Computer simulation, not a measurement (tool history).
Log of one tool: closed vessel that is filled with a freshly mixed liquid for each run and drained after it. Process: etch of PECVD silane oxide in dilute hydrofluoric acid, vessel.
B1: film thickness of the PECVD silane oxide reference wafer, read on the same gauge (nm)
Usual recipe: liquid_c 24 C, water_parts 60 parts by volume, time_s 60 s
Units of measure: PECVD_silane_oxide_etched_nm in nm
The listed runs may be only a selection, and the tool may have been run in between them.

run 1 hour=0 | liquid_c=24 water_parts=60 time_s=45 | B1=49.96 | PECVD_silane_oxide_etched_nm=22.04
run 2 hour=8 | liquid_c=24 water_parts=60 time_s=45 | B1=50.02 | PECVD_silane_oxide_etched_nm=21.99
run 3 hour=14.1 | liquid_c=24 water_parts=60 time_s=45 | B1=50.01 | PECVD_silane_oxide_etched_nm=21.95
run 4 hour=25.4 | liquid_c=24 water_parts=60 time_s=60 | B1=49.99 | PECVD_silane_oxide_etched_nm=29.24
-- hour=39.1 gauge calibrated
run 5 hour=42.4 | liquid_c=24 water_parts=60 time_s=60 | B1=49.98 | PECVD_silane_oxide_etched_nm=29.34
run 6 hour=53.2 | liquid_c=24 water_parts=60 time_s=60 | B1=49.98 | PECVD_silane_oxide_etched_nm=29.3
run 7 hour=64.9 | liquid_c=24 water_parts=45 time_s=60 | B1=50.03 | PECVD_silane_oxide_etched_nm=39.84
-- hour=99.5 hydrofluoric acid flow meter replaced
run 8 hour=113.6 | liquid_c=24 water_parts=45 time_s=60 | B1=49.98 | PECVD_silane_oxide_etched_nm=45.52
run 9 hour=124.9 | liquid_c=24 water_parts=45 time_s=60 | B1=49.96 | PECVD_silane_oxide_etched_nm=45.38
run 10 hour=131.9 | liquid_c=24 water_parts=60 time_s=60 | B1=50.02 | PECVD_silane_oxide_etched_nm=33.4
run 11 hour=172.2 | liquid_c=25.5 water_parts=50 time_s=35 | B1=49.99 | PECVD_silane_oxide_etched_nm=25.26
run 12 hour=182.7 | liquid_c=24 water_parts=60 time_s=60 | B1=50.03 | PECVD_silane_oxide_etched_nm=33.35
run 13 hour=193 | liquid_c=20.5 water_parts=45 time_s=30 | B1=50.03 | PECVD_silane_oxide_etched_nm=19.53
run 14 hour=199.6 | liquid_c=24 water_parts=60 time_s=30 | B1=49.99 | PECVD_silane_oxide_etched_nm=16.57
-- hour=207.1 gauge calibrated
run 15 hour=208.1 | liquid_c=21 water_parts=60 time_s=35 | B1=50.07 | PECVD_silane_oxide_etched_nm=17.1
-- hour=209.5 thermometer replaced
run 16 hour=221.9 | liquid_c=27 water_parts=85 time_s=60 | B1=50.01 | PECVD_silane_oxide_etched_nm=25.48
run 17 hour=230.9 | liquid_c=28.5 water_parts=45 time_s=95 | B1=49.98 | PECVD_silane_oxide_etched_nm=85.38
run 18 hour=240 | liquid_c=22 water_parts=60 time_s=70 | B1=50.03 | PECVD_silane_oxide_etched_nm=35.57
run 19 hour=255 | liquid_c=24 water_parts=60 time_s=60 | B1=50.02 | PECVD_silane_oxide_etched_nm=33
run 20 hour=271.9 | liquid_c=22.5 water_parts=85 time_s=80 | B1=49.99 | PECVD_silane_oxide_etched_nm=28.35

Consider 5 possible next runs. They are alternatives, not a sequence: every one starts from the tool as it was left by run 20. What does each give?
run A hour=272.6 | liquid_c=24 water_parts=60 time_s=60 | B1=? | PECVD_silane_oxide_etched_nm=?
run B hour=272.6 | liquid_c=22.5 water_parts=60 time_s=60 | B1=? | PECVD_silane_oxide_etched_nm=?
run C hour=272.6 | liquid_c=28 water_parts=60 time_s=40 | B1=? | PECVD_silane_oxide_etched_nm=?
run D hour=272.6 | liquid_c=21 water_parts=60 time_s=60 | B1=? | PECVD_silane_oxide_etched_nm=?
run E hour=272.6 | liquid_c=24 water_parts=60 time_s=90 | B1=? | PECVD_silane_oxide_etched_nm=?

run=A B1=50.03 PECVD_silane_oxide_etched_nm=32.97
run=B B1=50.03 PECVD_silane_oxide_etched_nm=31
run=C B1=50.03 PECVD_silane_oxide_etched_nm=25.81
run=D B1=50.03 PECVD_silane_oxide_etched_nm=29.13
run=E B1=50.03 PECVD_silane_oxide_etched_nm=49.46
Without the tool's unlogged condition, the same runs would have read:
run=A PECVD_silane_oxide_etched_nm=33.63
run=B PECVD_silane_oxide_etched_nm=31.62
run=C PECVD_silane_oxide_etched_nm=26.33
run=D PECVD_silane_oxide_etched_nm=29.71
run=E PECVD_silane_oxide_etched_nm=50.45

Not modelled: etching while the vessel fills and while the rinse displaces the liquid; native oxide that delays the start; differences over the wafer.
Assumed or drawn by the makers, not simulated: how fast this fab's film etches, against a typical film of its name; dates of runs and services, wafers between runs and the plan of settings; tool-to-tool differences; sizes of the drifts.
